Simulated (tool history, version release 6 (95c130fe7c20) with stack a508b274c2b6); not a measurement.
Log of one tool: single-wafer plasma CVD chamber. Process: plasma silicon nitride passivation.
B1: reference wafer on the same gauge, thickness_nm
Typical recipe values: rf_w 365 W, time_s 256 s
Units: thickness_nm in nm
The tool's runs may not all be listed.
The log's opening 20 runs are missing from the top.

Run 21, hour 535.5: usual settings but rf_w 310 W, time_s 288 s; B1 405.048. Result: thickness_nm 399.414 nm.
Run 22, hour 549.9: usual settings but time_s 288 s; B1 404.997. Result: thickness_nm 413.206 nm.
Run 23, hour 564.2: usual settings but rf_w 330 W, time_s 292 s; B1 404.955. Result: thickness_nm 409.246 nm.
Run 24, hour 591.0: usual settings but rf_w 315 W; B1 404.895. Result: thickness_nm 357.101 nm.
Run 25, hour 610.6: usual settings; B1 404.919. Result: thickness_nm 366.799 nm.
Run 26, hour 645.7: usual settings but rf_w 390 W, time_s 304 s; B1 404.978. Result: thickness_nm 441.650 nm.
Run 27, hour 681.3: usual settings but rf_w 430 W; B1 405.051. Result: thickness_nm 380.485 nm.
Run 28, hour 714.6: usual settings but rf_w 315 W; B1 405.047. Result: thickness_nm 355.248 nm.
At hour 743.3: RF generator calibrated.
Run 29, hour 743.8: usual settings; B1 405.233. Result: thickness_nm 373.096 nm.
Run 30, hour 765.1: usual settings but rf_w 405 W; B1 404.943. Result: thickness_nm 382.883 nm.
Run 31, hour 780.9: usual settings; B1 405.025. Result: thickness_nm 373.770 nm.
Run 32, hour 809.8: usual settings but rf_w 345 W, time_s 296 s; B1 405.024. Result: thickness_nm 426.998 nm.
Run 33, hour 826.3: usual settings but rf_w 330 W, time_s 275 s; B1 405.059. Result: thickness_nm 393.005 nm.
Run 34, hour 839.2: usual settings but rf_w 435 W, time_s 225 s; B1 404.898. Result: thickness_nm 340.489 nm.
Run 35, hour 856.5: usual settings but rf_w 315 W, time_s 236 s; B1 404.876. Result: thickness_nm 333.704 nm.
Run 36, hour 892.1: usual settings but rf_w 420 W, time_s 300 s; B1 405.055. Result: thickness_nm 450.499 nm.
Run 37, hour 911.5: usual settings; B1 405.023. Result: thickness_nm 373.916 nm.
Run 38, hour 942.1: usual settings but rf_w 325 W, time_s 304 s; B1 405.015. Result: thickness_nm 431.559 nm.
At hour 968.4: gauge calibrated.
Run 39, hour 972.5: usual settings; B1 405.051. Result: thickness_nm 372.878 nm.
Run 40, hour 1007.6: usual settings; B1 404.911. Result: thickness_nm 373.351 nm.

Here are 4 independent what-if runs from the current tool condition. What would each one return?
Run A, hour 1008.1: usual settings; B1 ?. Result: thickness_nm ?.
Run B, hour 1008.1: usual settings but time_s 225 s; B1 ?. Result: thickness_nm ?.
Run C, hour 1008.1: usual settings but rf_w 425 W, time_s 221 s; B1 ?. Result: thickness_nm ?.
Run D, hour 1008.1: usual settings but rf_w 420 W, time_s 295 s; B1 ?. Result: thickness_nm ?.

run       B1  thickness_nm
  A  405.021       373.420
  B  405.021       328.201
  C  405.021       333.109
  D  405.021       443.494
With the hidden condition removed and each run's random variation left untouched, the same runs would have given:
run  thickness_nm
  A       374.531
  B       329.178
  C       334.101
  D       444.814
